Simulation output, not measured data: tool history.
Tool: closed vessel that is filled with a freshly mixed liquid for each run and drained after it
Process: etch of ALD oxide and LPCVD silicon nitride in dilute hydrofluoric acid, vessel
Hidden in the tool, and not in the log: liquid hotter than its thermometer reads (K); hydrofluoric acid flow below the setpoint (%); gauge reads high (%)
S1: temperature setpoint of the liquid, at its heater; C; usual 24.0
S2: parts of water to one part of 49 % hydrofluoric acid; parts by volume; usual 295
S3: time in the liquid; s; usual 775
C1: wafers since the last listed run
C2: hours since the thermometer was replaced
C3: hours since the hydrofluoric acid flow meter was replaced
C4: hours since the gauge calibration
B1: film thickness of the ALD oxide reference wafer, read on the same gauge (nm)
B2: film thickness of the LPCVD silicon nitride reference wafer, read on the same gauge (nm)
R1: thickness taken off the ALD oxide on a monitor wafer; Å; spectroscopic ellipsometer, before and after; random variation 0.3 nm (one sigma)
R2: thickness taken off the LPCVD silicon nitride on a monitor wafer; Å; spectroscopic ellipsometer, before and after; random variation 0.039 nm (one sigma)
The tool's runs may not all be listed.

run	hour	S1	S2	S3	C1	C2	C3	C4	B1	B2	R1	R2
1	0.0	24.0	295	775	0	1367.3	714.7	346.5	90.01	79.999	415.0	15.29
2	34.1	24.0	295	775	2859	1401.4	748.8	380.6	89.99	80.002	411.0	14.70
3	72.4	24.0	295	775	3211	1439.7	787.1	418.9	90.00	79.986	415.6	14.39
4	101.6	24.0	295	930	2448	1468.9	816.3	448.1	89.97	79.989	497.6	17.58
5	126.0	24.0	295	775	2046	1493.3	840.7	472.5	90.01	79.999	412.8	14.05
6	185.8	24.0	295	775	5014	1553.1	900.5	532.3	90.02	80.015	409.6	15.38
7	216.8	24.0	295	775	2599	1584.1	931.5	563.3	89.99	79.991	408.9	15.20
8	307.5	24.0	295	775	7606	1674.8	1022.2	654.0	90.00	80.003	413.7	15.20
9	360.3	24.0	295	775	4427	1727.6	1075.0	706.8	90.02	80.007	401.9	15.22
10	427.7	24.0	295	775	5652	1795.0	1142.4	774.2	89.98	80.013	407.8	15.45
11	454.9	24.0	295	775	2281	1822.2	1169.6	801.4	90.01	79.989	403.6	15.33
# hour 458.2: hydrofluoric acid flow meter replaced
# hour 469.6: gauge calibrated
12	516.2	26.0	415	1175	5056	1883.5	58.0	46.6	90.03	79.992	442.9	19.00
13	564.3	29.0	295	470	4033	1931.6	106.1	94.7	90.00	79.996	310.9	12.48
# hour 622.8: thermometer replaced
14	631.1	28.0	170	1110	5518	8.3	172.9	161.5	90.01	80.001	1338.6	44.17
15	695.8	24.0	295	775	5425	73.0	237.6	226.2	90.02	79.983	403.5	13.56

Run 16 comes next. What will it give?
16	726.5	26.5	210	625	2574	103.7	268.3	256.9	?	?	?	?

Run 16 gave B1 90.02, B2 80.020, R1 546.2 Å, R2 17.68 Å.
Without the tool's hidden state the same run would have given R1 551.8 Å, R2 17.65 Å.

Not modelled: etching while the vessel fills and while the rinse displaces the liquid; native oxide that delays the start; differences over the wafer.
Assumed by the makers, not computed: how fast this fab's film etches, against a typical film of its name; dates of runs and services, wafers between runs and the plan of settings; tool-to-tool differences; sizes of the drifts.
